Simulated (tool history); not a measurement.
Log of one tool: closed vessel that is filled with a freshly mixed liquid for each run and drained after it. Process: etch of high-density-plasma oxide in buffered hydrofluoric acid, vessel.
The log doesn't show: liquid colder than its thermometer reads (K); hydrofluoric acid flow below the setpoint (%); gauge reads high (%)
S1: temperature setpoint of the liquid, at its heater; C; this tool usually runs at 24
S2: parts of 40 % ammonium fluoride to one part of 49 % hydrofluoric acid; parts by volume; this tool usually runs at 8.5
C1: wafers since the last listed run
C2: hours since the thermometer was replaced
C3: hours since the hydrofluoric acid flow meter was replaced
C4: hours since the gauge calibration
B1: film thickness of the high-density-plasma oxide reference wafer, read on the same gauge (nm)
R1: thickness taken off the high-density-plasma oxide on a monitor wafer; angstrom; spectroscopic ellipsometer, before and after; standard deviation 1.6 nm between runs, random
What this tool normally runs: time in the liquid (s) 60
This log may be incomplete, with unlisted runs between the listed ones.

{"run": 1, "hour": 0.0, "S1": 26.5, "S2": 6.5, "time in the liquid (s)": 60, "C1": 0, "C2": 82.4, "C3": 193.7, "C4": 1389.7, "B1": 70, "R1": 2480.9}
{"run": 2, "hour": 98.7, "S1": 24, "S2": 8.5, "time in the liquid (s)": 60, "C1": 8268, "C2": 181.1, "C3": 292.4, "C4": 1488.4, "B1": 70, "R1": 1689.2}
{"run": 3, "hour": 171.9, "S1": 24, "S2": 8.5, "time in the liquid (s)": 60, "C1": 6132, "C2": 254.3, "C3": 365.6, "C4": 1561.6, "B1": 69.96, "R1": 1648.8}
{"run": 4, "hour": 235.2, "S1": 24, "S2": 8.5, "time in the liquid (s)": 60, "C1": 5303, "C2": 317.6, "C3": 428.9, "C4": 1624.9, "B1": 69.98, "R1": 1663.5}
{"hour": 280.6, "done": "hydrofluoric acid flow meter replaced"}
{"run": 5, "hour": 311.2, "S1": 24, "S2": 8.5, "time in the liquid (s)": 60, "C1": 6283, "C2": 393.6, "C3": 30.6, "C4": 1700.9, "B1": 69.99, "R1": 1622.2}
{"run": 6, "hour": 407.4, "S1": 24, "S2": 8.5, "time in the liquid (s)": 60, "C1": 8059, "C2": 489.8, "C3": 126.8, "C4": 1797.1, "B1": 70.01, "R1": 1598}
{"run": 7, "hour": 458.6, "S1": 24, "S2": 8.5, "time in the liquid (s)": 60, "C1": 4289, "C2": 541, "C3": 178, "C4": 1848.3, "B1": 70.01, "R1": 1629.1}
{"run": 8, "hour": 564.5, "S1": 24, "S2": 8.5, "time in the liquid (s)": 60, "C1": 8871, "C2": 646.9, "C3": 283.9, "C4": 1954.2, "B1": 69.99, "R1": 1618.6}
{"run": 9, "hour": 669.8, "S1": 24, "S2": 8.5, "time in the liquid (s)": 60, "C1": 8821, "C2": 752.2, "C3": 389.2, "C4": 2059.5, "B1": 69.99, "R1": 1619.3}
{"run": 10, "hour": 736.3, "S1": 24, "S2": 8.5, "time in the liquid (s)": 60, "C1": 5571, "C2": 818.7, "C3": 455.7, "C4": 2126, "B1": 70.02, "R1": 1607.8}
{"hour": 802.0, "done": "hydrofluoric acid flow meter replaced"}
{"run": 11, "hour": 826.8, "S1": 24, "S2": 8.5, "time in the liquid (s)": 60, "C1": 7497, "C2": 909.2, "C3": 24.8, "C4": 2216.5, "B1": 69.97, "R1": 1610.9}
{"run": 12, "hour": 922.1, "S1": 25, "S2": 8.5, "time in the liquid (s)": 60, "C1": 7983, "C2": 1004.5, "C3": 120.1, "C4": 2311.8, "B1": 70.02, "R1": 1706.3}
{"hour": 924.2, "done": "gauge calibrated"}
{"run": 13, "hour": 1001.9, "S1": 27.5, "S2": 6, "time in the liquid (s)": 80, "C1": 6685, "C2": 1084.3, "C3": 199.9, "C4": 77.7, "B1": 70.01, "R1": 3634.5}
{"run": 14, "hour": 1061.1, "S1": 24, "S2": 8.5, "time in the liquid (s)": 60, "C1": 4959, "C2": 1143.5, "C3": 259.1, "C4": 136.9, "B1": 69.97, "R1": 1567.6}
{"run": 15, "hour": 1150.9, "S1": 26, "S2": 10.5, "time in the liquid (s)": 35, "C1": 7523, "C2": 1233.3, "C3": 348.9, "C4": 226.7, "B1": 70.02, "R1": 876.9}
{"hour": 1313.9, "done": "hydrofluoric acid flow meter replaced"}
{"run": 16, "hour": 1392.4, "S1": 24, "S2": 8.5, "time in the liquid (s)": 60, "C1": 20148, "C2": 1474.8, "C3": 78.5, "C4": 468.2, "B1": 70.01, "R1": 1573.6}
{"run": 17, "hour": 1461.4, "S1": 24, "S2": 6.5, "time in the liquid (s)": 60, "C1": 5780, "C2": 1543.8, "C3": 147.5, "C4": 537.2, "B1": 70.03, "R1": 2050}
{"run": 18, "hour": 1547.2, "S1": 20.5, "S2": 8.5, "time in the liquid (s)": 50, "C1": 7187, "C2": 1629.6, "C3": 233.3, "C4": 623, "B1": 70, "R1": 1066.2}
{"run": 19, "hour": 1652.0, "S1": 24, "S2": 8.5, "time in the liquid (s)": 35, "C1": 8779, "C2": 1734.4, "C3": 338.1, "C4": 727.8, "B1": 70, "R1": 922.5}
{"hour": 1691.3, "done": "thermometer replaced"}
{"run": 20, "hour": 1746.4, "S1": 24, "S2": 8.5, "time in the liquid (s)": 60, "C1": 7824, "C2": 55.1, "C3": 432.5, "C4": 822.2, "B1": 70.02, "R1": 1669.9}
{"run": 21, "hour": 1801.9, "S1": 24, "S2": 7.5, "time in the liquid (s)": 60, "C1": 4649, "C2": 110.6, "C3": 488, "C4": 877.7, "B1": 70.02, "R1": 1899.2}
{"hour": 1832.7, "done": "hydrofluoric acid flow meter replaced"}
{"run": 22, "hour": 1844.4, "S1": 24, "S2": 8.5, "time in the liquid (s)": 60, "C1": 3476, "C2": 153.1, "C3": 11.7, "C4": 920.2, "B1": 70.03, "R1": 1635.9}
{"run": 23, "hour": 1908.0, "S1": 24, "S2": 11, "time in the liquid (s)": 90, "C1": 5328, "C2": 216.7, "C3": 75.3, "C4": 983.8, "B1": 70.01, "R1": 1986.7}
{"run": 24, "hour": 2014.8, "S1": 22, "S2": 10.5, "time in the liquid (s)": 60, "C1": 8947, "C2": 323.5, "C3": 182.1, "C4": 1090.6, "B1": 69.97, "R1": 1241.4}
{"run": 25, "hour": 2118.6, "S1": 19, "S2": 11, "time in the liquid (s)": 60, "C1": 8695, "C2": 427.3, "C3": 285.9, "C4": 1194.4, "B1": 70, "R1": 1014.9}

For each entry between runs, how does the tool's hidden state at the last listed run before it compare with that at the first listed run after it?
Run 4 -> run 5: hydrofluoric acid flow meter replaced (hour 280.6)
  liquid colder than its thermometer reads (K): 0.355 -> 0.405
  the result without the hidden state subtracted from the measured one, R1: -32.1 -> -35.8 angstrom
Run 10 -> run 11: hydrofluoric acid flow meter replaced (hour 802)
  liquid colder than its thermometer reads (K): 0.685 -> 0.745
  the result without the hidden state subtracted from the measured one, R1: -61.7 -> -67.4 angstrom
Run 12 -> run 13: gauge calibrated (hour 924.2)
  liquid colder than its thermometer reads (K): 0.808 -> 0.861
  the result without the hidden state subtracted from the measured one, R1: -76.6 -> -170.6 angstrom
Run 15 -> run 16: hydrofluoric acid flow meter replaced (hour 1313.9)
  liquid colder than its thermometer reads (K): 0.959 -> 1.12
  the result without the hidden state subtracted from the measured one, R1: -46.7 -> -99.4 angstrom
Run 19 -> run 20: thermometer replaced (hour 1691.3)
  liquid colder than its thermometer reads (K): 1.29 -> 0.119
  the result without the hidden state subtracted from the measured one, R1: -67.4 -> -10.9 angstrom
Run 21 -> run 22: hydrofluoric acid flow meter replaced (hour 1832.7)
  liquid colder than its thermometer reads (K): 0.155 -> 0.183
  the result without the hidden state subtracted from the measured one, R1: -16.6 -> -16.1 angstrom
